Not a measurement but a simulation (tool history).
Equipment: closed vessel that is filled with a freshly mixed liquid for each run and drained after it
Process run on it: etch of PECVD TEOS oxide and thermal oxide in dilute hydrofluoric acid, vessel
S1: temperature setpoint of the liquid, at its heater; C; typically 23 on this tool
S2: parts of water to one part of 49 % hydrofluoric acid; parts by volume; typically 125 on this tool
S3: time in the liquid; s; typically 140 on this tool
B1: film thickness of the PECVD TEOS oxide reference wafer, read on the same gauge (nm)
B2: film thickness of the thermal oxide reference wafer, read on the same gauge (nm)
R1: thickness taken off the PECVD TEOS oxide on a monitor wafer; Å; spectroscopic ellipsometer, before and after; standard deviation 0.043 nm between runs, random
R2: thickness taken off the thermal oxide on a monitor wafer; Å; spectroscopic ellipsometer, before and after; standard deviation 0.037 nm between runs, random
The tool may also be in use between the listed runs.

run 1 day=0 | S1=23 S2=125 S3=75 | B1=30.01 B2=89.994 | R1=53.7 R2=26.91
run 2 day=0.671 | S1=20.5 S2=145 S3=80 | B1=29.97 B2=89.998 | R1=44.1 R2=22.25
run 3 day=1.008 | S1=23 S2=125 S3=140 | B1=30.01 B2=89.991 | R1=100.9 R2=49.8
run 4 day=1.567 | S1=23 S2=125 S3=140 | B1=30 B2=90.065 | R1=100.1 R2=50.78
run 5 day=2.225 | S1=23 S2=85 S3=140 | B1=30 B2=90.001 | R1=155.8 R2=78.69
run 6 day=3.888 | S1=23 S2=125 S3=100 | B1=30 B2=89.997 | R1=70.6 R2=35.25
run 7 day=4.562 | S1=23 S2=150 S3=205 | B1=30.02 B2=90.016 | R1=116.2 R2=59.32
run 8 day=5.279 | S1=23 S2=145 S3=190 | B1=30 B2=89.986 | R1=112.5 R2=56.63
run 9 day=5.708 | S1=27 S2=125 S3=80 | B1=30.02 B2=90.017 | R1=65.9 R2=33.01
run 10 day=6.271 | S1=23 S2=140 S3=110 | B1=30 B2=90.012 | R1=68.1 R2=34.29
run 11 day=6.979 | S1=23 S2=125 S3=140 | B1=30 B2=89.993 | R1=98.4 R2=50.21
run 12 day=7.725 | S1=27.5 S2=125 S3=215 | B1=30.02 B2=89.99 | R1=173.4 R2=87.65
run 13 day=8.154 | S1=23 S2=170 S3=80 | B1=30.01 B2=89.995 | R1=38 R2=19.1
run 14 day=8.85 | S1=23 S2=170 S3=70 | B1=29.99 B2=89.993 | R1=33.2 R2=16.89
run 15 day=9.992 | S1=23 S2=160 S3=140 | B1=29.97 B2=90.043 | R1=71.5 R2=35.68
run 16 day=10.625 | S1=26.5 S2=100 S3=200 | B1=30.03 B2=90.011 | R1=201.3 R2=101.38
run 17 day=11.771 | S1=23 S2=165 S3=140 | B1=29.98 B2=89.998 | R1=69.4 R2=35.18
run 18 day=13.642 | S1=21 S2=160 S3=200 | B1=29.98 B2=90.02 | R1=96.1 R2=47.93
run 19 day=14.296 | S1=25 S2=90 S3=100 | B1=30.03 B2=89.988 | R1=108.5 R2=53.59
run 20 day=14.654 | S1=21.5 S2=125 S3=140 | B1=30.04 B2=89.988 | R1=90.9 R2=46.05
run 21 day=15.062 | S1=26 S2=125 S3=140 | B1=30.01 B2=90.054 | R1=109.6 R2=53.94
run 22 day=15.592 | S1=23 S2=125 S3=140 | B1=30.02 B2=90.007 | R1=97.2 R2=48.84
run 23 day=16.162 | S1=23 S2=150 S3=140 | B1=30.02 B2=89.991 | R1=79.3 R2=39.4
run 24 day=16.438 | S1=19.5 S2=70 S3=100 | B1=30 B2=90.027 | R1=113.9 R2=57.78
run 25 day=16.762 | S1=25.5 S2=125 S3=185 | B1=30.03 B2=90.004 | R1=142.5 R2=72.21

Not shown here: 3 entries made in the log between runs. Locate each between two listed runs and compare the hidden state at the listed run before it with the hidden state at the listed run after it:
After run 5, before run 6: hydrofluoric acid flow meter replaced (day 2.862)
  liquid hotter than its thermometer reads (K): 1.19 -> 1.25; hydrofluoric acid flow above the setpoint (%): 3.66 -> 1.01
  difference, measured minus the result without the unlogged condition, R1: +13 -> +4.2 Å; R2: +6.59 -> +2.07 Å
After run 10, before run 11: gauge calibrated (day 6.338)
  liquid hotter than its thermometer reads (K): 1.34 -> 1.37; hydrofluoric acid flow above the setpoint (%): 1.42 -> 1.54
  difference, measured minus the result without the unlogged condition, R1: +4.5 -> +6.8 Å; R2: +2.26 -> +3.44 Å
After run 11, before run 12: thermometer replaced (day 7.483)
  liquid hotter than its thermometer reads (K): 1.37 -> 0.118; hydrofluoric acid flow above the setpoint (%): 1.54 -> 1.66
  difference, measured minus the result without the unlogged condition, R1: +6.8 -> +4 Å; R2: +3.44 -> +2.05 Å
